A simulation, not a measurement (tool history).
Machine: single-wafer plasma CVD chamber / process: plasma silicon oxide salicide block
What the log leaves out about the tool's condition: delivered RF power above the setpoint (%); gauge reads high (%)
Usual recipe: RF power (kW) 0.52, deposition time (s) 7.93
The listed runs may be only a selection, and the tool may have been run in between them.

run	hour	RF power (kW)	deposition time (s)	wafers since the last listed run	hours since the last RF generator calibration	hours since the showerhead was replaced	hours since the gauge calibration	read-back reference wafer on the same gauge, thickness_nm	mean film thickness on the monitor wafer (nm)
1	0	0.52	7.93	0	2177.3	2462.5	134.9	78.672	72.59
2	16.3	0.52	7.93	626	2193.6	2478.8	151.2	78.681	72.775
3	49.8	0.59	7.93	1288	2227.1	2512.3	184.7	78.7	75.374
4	75.3	0.52	7.93	980	2252.6	2537.8	210.2	78.688	72.77
5	93.9	0.52	6.92	715	2271.2	2556.4	228.8	78.693	63.504
6	110.8	0.52	6.92	649	2288.1	2573.3	245.7	78.713	63.401
7	123	0.52	6.92	469	2300.3	2585.5	257.9	78.706	63.335
8	141.2	0.52	7.93	699	2318.5	2603.7	276.1	78.685	72.694
9	153.6	0.52	7.93	476	2330.9	2616.1	288.5	78.702	72.464
10	184.6	0.52	7.93	1192	2361.9	2647.1	319.5	78.707	72.659
11	220.2	0.49	7.93	1369	2397.5	2682.7	355.1	78.674	71.448
12	232.6	0.49	7.93	476	2409.9	2695.1	367.5	78.703	71.275
13	252.5	0.49	7.93	765	2429.8	2715	387.4	78.709	71.371
# hour 276.2: showerhead replaced
# hour 278: RF generator calibrated
14	279.4	0.52	7.93	658	1.4	3.2	414.3	78.691	74.34
15	306	0.52	7.93	1023	28	29.8	440.9	78.713	74.38
16	324.8	0.465	6.9	723	46.8	48.6	459.7	78.7	62.673
17	350.5	0.6	6.9	988	72.5	74.3	485.4	78.708	67.102
# hour 367: gauge calibrated
18	383	0.435	8.86	1249	105	106.8	16	78.688	79.001
19	414.2	0.47	8.36	1199	136.2	138	47.2	78.683	76.066
20	440	0.52	7.93	992	162	163.8	73	78.725	74.283
21	456.4	0.62	7.93	630	178.4	180.2	89.4	78.701	77.723
22	483.9	0.48	9.39	1057	205.9	207.7	116.9	78.701	86
23	516.2	0.625	9.46	1242	238.2	240	149.2	78.731	92.835
24	535.3	0.565	8.83	734	257.3	259.1	168.3	78.695	84.471
25	566.4	0.475	7.93	1196	288.4	290.2	199.4	78.682	72.317
26	585.2	0.44	7.93	723	307.2	309	218.2	78.708	70.959
27	608.6	0.52	6.37	899	330.6	332.4	241.6	78.69	59.515
28	633.8	0.52	7.93	969	355.8	357.6	266.8	78.68	74.061
29	660.6	0.52	7.21	1030	382.6	384.4	293.6	78.707	67.277
30	688.9	0.43	6.79	1088	410.9	412.7	321.9	78.702	60.335
31	701.5	0.52	7.93	484	423.5	425.3	334.5	78.693	74.001

For some of the steps in mean film thickness on the monitor wafer (nm) from one run to the next: how much would appear even if the tool had no hidden state, given the settings, what came in and random variation, and how much remains for the hidden state plus any gauge scatter that the measured result and the result without hidden state don't share?
Run 4 -> 5: deposition time (s) 7.93 -> 6.92. mean film thickness on the monitor wafer (nm) -9.266: hidden state +0.195, all else -9.461.
Run 7 -> 8: deposition time (s) 6.92 -> 7.93. mean film thickness on the monitor wafer (nm) +9.359: hidden state -0.227, all else +9.586.
Run 13 -> 14: RF power (kW) 0.49 -> 0.52, showerhead replaced, RF generator calibrated. mean film thickness on the monitor wafer (nm) +2.969: hidden state +1.678, all else +1.291.
Run 24 -> 25: RF power (kW) 0.565 -> 0.475, deposition time (s) 8.83 -> 7.93. mean film thickness on the monitor wafer (nm) -12.154: hidden state +0.016, all else -12.17.
Run 27 -> 28: deposition time (s) 6.37 -> 7.93. mean film thickness on the monitor wafer (nm) +14.546: hidden state -0.071, all else +14.617.
Run 30 -> 31: RF power (kW) 0.43 -> 0.52, deposition time (s) 6.79 -> 7.93. mean film thickness on the monitor wafer (nm) +13.666: hidden state -0.07, all else +13.736.

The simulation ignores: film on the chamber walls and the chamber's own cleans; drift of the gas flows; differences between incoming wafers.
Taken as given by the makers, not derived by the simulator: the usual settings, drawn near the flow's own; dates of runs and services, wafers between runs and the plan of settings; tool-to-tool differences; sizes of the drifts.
